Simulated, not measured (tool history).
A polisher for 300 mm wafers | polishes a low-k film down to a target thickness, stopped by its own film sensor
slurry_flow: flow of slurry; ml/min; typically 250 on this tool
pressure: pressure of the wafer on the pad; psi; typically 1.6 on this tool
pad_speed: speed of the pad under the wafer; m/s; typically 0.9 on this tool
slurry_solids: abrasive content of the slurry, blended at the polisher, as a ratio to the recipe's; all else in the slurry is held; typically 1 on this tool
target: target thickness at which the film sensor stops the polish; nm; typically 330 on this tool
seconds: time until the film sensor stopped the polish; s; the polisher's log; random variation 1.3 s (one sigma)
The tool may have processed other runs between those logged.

run	day	slurry_flow	pressure	pad_speed	slurry_solids	target	wafers since the last listed run	wafers polished on this pad	hours since the slurry nozzle was cleaned	hours since the head pressure was calibrated	hours since the slurry blender was calibrated	hours since the conditioning disc was replaced	incoming thickness of the incoming film, nm	seconds
1	0	280	1.6	0.9	1	330	0	1445	422.8	390.1	268.5	112.8	367.9	117.2
2	2.808	250	1.6	0.9	1	330	541	1987	490.2	457.5	335.9	180.2	374.4	139.5
# day 3.775: slurry nozzle cleaned
3	5.775	250	1.6	0.9	1	336	564	2551	48	528.7	407.1	251.4	374.2	117.6
4	7.858	185	1.6	0.9	1	330	401	2953	98	578.7	457.1	301.4	377.4	154.3
5	10.304	160	1.6	0.9	1	343	471	3424	156.7	637.4	515.8	360.1	371.1	92.1
# day 11.096: slurry blender recalibrated
6	11.704	335	1.6	1.14	0.85	321	253	3678	190.3	671	14.6	393.7	367.5	127.6
# day 12.288: head pressure recalibrated
# day 12.721: worn pad replaced by a new one
7	13.867	250	1.6	0.9	1	330	368	220	242.2	37.9	66.5	445.6	366.8	126.6
8	15.325	250	1.6	0.9	1.25	330	281	502	277.2	72.9	101.5	480.6	369.3	121.9
# day 17.254: conditioning disc replaced and pad reconditioned
9	17.312	250	1.6	0.9	0.8	330	367	869	324.9	120.6	149.2	1.4	364.9	131.9
10	19.838	190	2.1	0.7	1	330	487	1356	385.5	181.2	209.8	62	376.2	143.6
# day 20.325: slurry nozzle cleaned
11	22.412	200	1.6	1.12	1.1	330	488	1844	50.1	243	271.6	123.8	368.2	110.8
12	23.662	195	1.6	0.9	1.1	323	241	2086	80.1	273	301.6	153.8	375.3	173.5
13	24.733	250	1.6	0.9	1	330	206	2292	105.8	298.7	327.3	179.5	373.5	146.1
14	26.883	325	1.2	0.64	1.25	330	414	2707	157.4	350.3	378.9	231.1	370.2	183.4
15	29.65	250	1.6	1	1	330	533	3240	223.8	416.7	445.3	297.5	375.4	140.9
16	31.071	335	1.6	0.9	0.9	330	274	3514	257.9	450.8	479.4	331.6	372.7	137.6
17	32.333	250	1.6	1.02	1	341	243	3758	288.2	481.1	509.7	361.9	361.6	61.3
# day 32.817: worn pad replaced by a new one
18	33.362	250	1.6	0.9	1	343	166	105	312.9	505.8	534.4	386.6	373.8	98.5
# day 33.571: slurry blender recalibrated
19	35.033	250	1.6	1.06	1	330	306	411	353	545.9	35.1	426.7	374.6	126.6
# day 36.75: conditioning disc replaced and pad reconditioned
# day 37.229: slurry nozzle cleaned
20	38.104	250	1.6	1.08	1	330	568	980	21	619.6	108.8	32.5	376.9	130.2
21	39.483	250	1	1.18	1	320	266	1246	54.1	652.7	141.9	65.6	365	188.1
# day 42.596: head pressure recalibrated
22	48.417	165	1	0.9	1	330	1706	2952	268.5	139.7	356.3	280	374.9	246.7
# day 49.558: worn pad replaced by a new one
23	49.754	165	1.3	0.9	0.9	343	225	37	300.6	171.8	388.4	312.1	366.3	106.3
# day 53.738: slurry blender recalibrated
24	54.538	250	1.6	1.12	1	330	906	944	415.4	286.6	19.2	426.9	365.1	100.4
25	55.921	250	1.6	0.9	1	330	266	1211	448.6	319.8	52.4	460.1	371.8	134.6

Forecast each of these 4 alternatives for the next run:
A	55.942	250	1.6	0.9	1	330	4	1215	449.1	320.3	52.9	460.6	370.9	?
B	55.942	315	1.6	0.64	1	330	4	1215	449.1	320.3	52.9	460.6	370.9	?
C	55.942	165	1.6	0.9	1.15	325	4	1215	449.1	320.3	52.9	460.6	370.9	?
D	55.942	250	1.6	0.98	1	330	4	1215	449.1	320.3	52.9	460.6	370.9	?

run	seconds
A	132.6
B	157
C	149.2
D	126.1
Take away the tool's hidden state, keep each run's random variation, and the runs would have read:
run	seconds
A	141.5
B	167.5
C	159.2
D	134.5

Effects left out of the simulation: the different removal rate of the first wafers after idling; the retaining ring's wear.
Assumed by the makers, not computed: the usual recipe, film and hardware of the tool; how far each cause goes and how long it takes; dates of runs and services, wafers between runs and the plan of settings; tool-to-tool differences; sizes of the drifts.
